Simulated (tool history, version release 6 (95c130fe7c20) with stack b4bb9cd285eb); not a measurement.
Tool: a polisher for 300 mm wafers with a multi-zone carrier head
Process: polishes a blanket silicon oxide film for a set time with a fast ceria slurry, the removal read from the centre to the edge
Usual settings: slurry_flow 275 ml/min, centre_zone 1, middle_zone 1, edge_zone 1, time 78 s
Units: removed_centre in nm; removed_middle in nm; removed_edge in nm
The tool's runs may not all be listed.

run    hour  slurry_flow  centre_zone  middle_zone  edge_zone  time  wafers since the last listed run  wafers polished on this pad  hours since the slurry nozzle was cleaned  hours since the centre zone pressure was calibrated  hours since the edge zone pressure was calibrated  hours since the carrier head's membrane was replaced  incoming thickness of the incoming film, nm  removed_centre  removed_middle  removed_edge
  1       0          275            1            1          1    78                                 0                         1028                                      228.6                                                368.2                                              665.4                                                 147.6                                       3129.4          1045.1          1047.8        1031.5
       20.7  -- edge zone pressure recalibrated
  2   125.9          275            1            1       1.06    78                               917                         1946                                      354.5                                                494.1                                              105.2                                                 273.5                                       3172.7          1036.3           989.8          1037
  3     157          275            1            1          1    97                               230                         2177                                      385.6                                                525.2                                              136.3                                                 304.6                                       3076.3          1290.9          1255.8        1273.8
  4   202.2          230            1            1          1    78                               334                         2511                                      430.8                                                570.4                                              181.5                                                 349.8                                       3132.5          1011.3          1028.3         988.9
        225  -- slurry nozzle cleaned
  5     244          275         0.91            1       1.08    78                               302                         2814                                         19                                                612.2                                              223.3                                                 391.6                                         3099           983.6          1026.9          1070
      265.7  -- centre zone pressure recalibrated
  6   295.7          275            1            1          1    78                               368                         3182                                       70.7                                                   30                                                275                                                 443.3                                       3117.8          1029.4            1033        1028.6
  7   330.1          275            1            1          1    78                               254                         3437                                      105.1                                                 64.4                                              309.4                                                 477.7                                       3142.9            1043          1031.6        1015.9
      358.4  -- worn pad replaced by a new one
  8   364.8          190            1         0.89        1.1    78                               227                           47                                      139.8                                                 99.1                                              344.1                                                 512.4                                       3101.3          1016.5           888.5        1075.6
  9   410.9          370         0.91         1.09          1   100                               341                          388                                      185.9                                                145.2                                              390.2                                                 558.5                                       3053.5          1332.9          1505.1        1367.1
      434.9  -- carrier head's membrane replaced by a new one
 10     475          275            1            1          1    86                               437                          826                                        250                                                209.3                                              454.3                                                  40.1                                       3103.1            1142          1125.8        1120.4
 11   536.1          275            1            1          1    65                               452                         1278                                      311.1                                                270.4                                              515.4                                                 101.2                                       3157.4           870.4           871.1         833.2
 12   585.3          275            1            1          1    78                               364                         1643                                      360.3                                                319.6                                              564.6                                                 150.4                                       3099.2          1037.9          1009.6        1021.7
      607.4  -- edge zone pressure recalibrated
 13   647.1          275            1          1.1       1.04    78                               442                         2086                                      422.1                                                381.4                                               39.7                                                 212.2                                       3074.9          1029.6          1066.9        1026.2
 14   688.6          365            1          0.9       0.92    78                               307                         2393                                      463.6                                                422.9                                               81.2                                                 253.7                                       3087.4          1058.4           947.5        1003.2
      731.6  -- slurry nozzle cleaned
 15   736.4          275            1            1          1    78                               346                         2740                                        4.8                                                470.7                                                129                                                 301.5                                         3149            1024          1041.6         999.3
 16   785.3          240            1         1.11          1    78                               362                         3102                                       53.7                                                519.6                                              177.9                                                 350.4                                       3103.2          1004.8          1074.7         969.9
      839.3  -- worn pad replaced by a new one
 17     847          275            1            1          1    78                               427                           56                                      115.4                                                581.3                                              239.6                                                 412.1                                       3117.4          1078.3          1053.4        1060.9
 18   900.8          370         0.91         1.09          1   100                               398                          455                                      169.2                                                635.1                                              293.4                                                 465.9                                       3110.4          1330.4          1497.2        1396.2
      922.8  -- centre zone pressure recalibrated
 19   924.9          365            1            1          1    78                               163                          618                                      193.3                                                  2.1                                              317.5                                                   490                                       3125.8          1083.2          1091.4        1067.1
      931.7  -- carrier head's membrane replaced by a new one
 20   959.8          275            1            1          1    78                               221                          840                                      228.2                                                   37                                              352.4                                                  28.1                                       3121.3          1032.9          1021.6        1038.5
 21    1020          275            1            1          1    78                               445                         1286                                      288.4                                                 97.2                                              412.6                                                  88.3                                       3067.9          1042.5          1031.6        1011.3
 22  1062.7          340            1            1       1.09    78                               316                         1602                                      331.1                                                139.9                                              455.3                                                   131                                       3083.4            1069          1052.5        1084.9
 23  1087.1          275            1         0.91          1    78                               180                         1783                                      355.5                                                164.3                                              479.7                                                 155.4                                         3078          1027.3             969        1012.6

The tool's hidden state at each run:
slurry flow missing at the pad, %: 0 in every run
deviation of the centre zone's pressure from its setpoint, %: 0 in every run
deviation of the edge zone's pressure from its setpoint, %: 0 in every run
H1: removal rate lost through wear of the pad, %
run     H1
  1   2.92
  2   3.99
  3   4.15
  4   4.33
  5   4.45
  6   4.56
  7   4.62
  8    1.2
  9   2.37
 10   3.51
 11   4.24
 12   4.65
 13   5.01
 14   5.18
 15   5.33
 16   5.45
 17  0.858
 18   2.18
 19   2.64
 20   3.19
 21   3.89
 22   4.24
 23   4.41
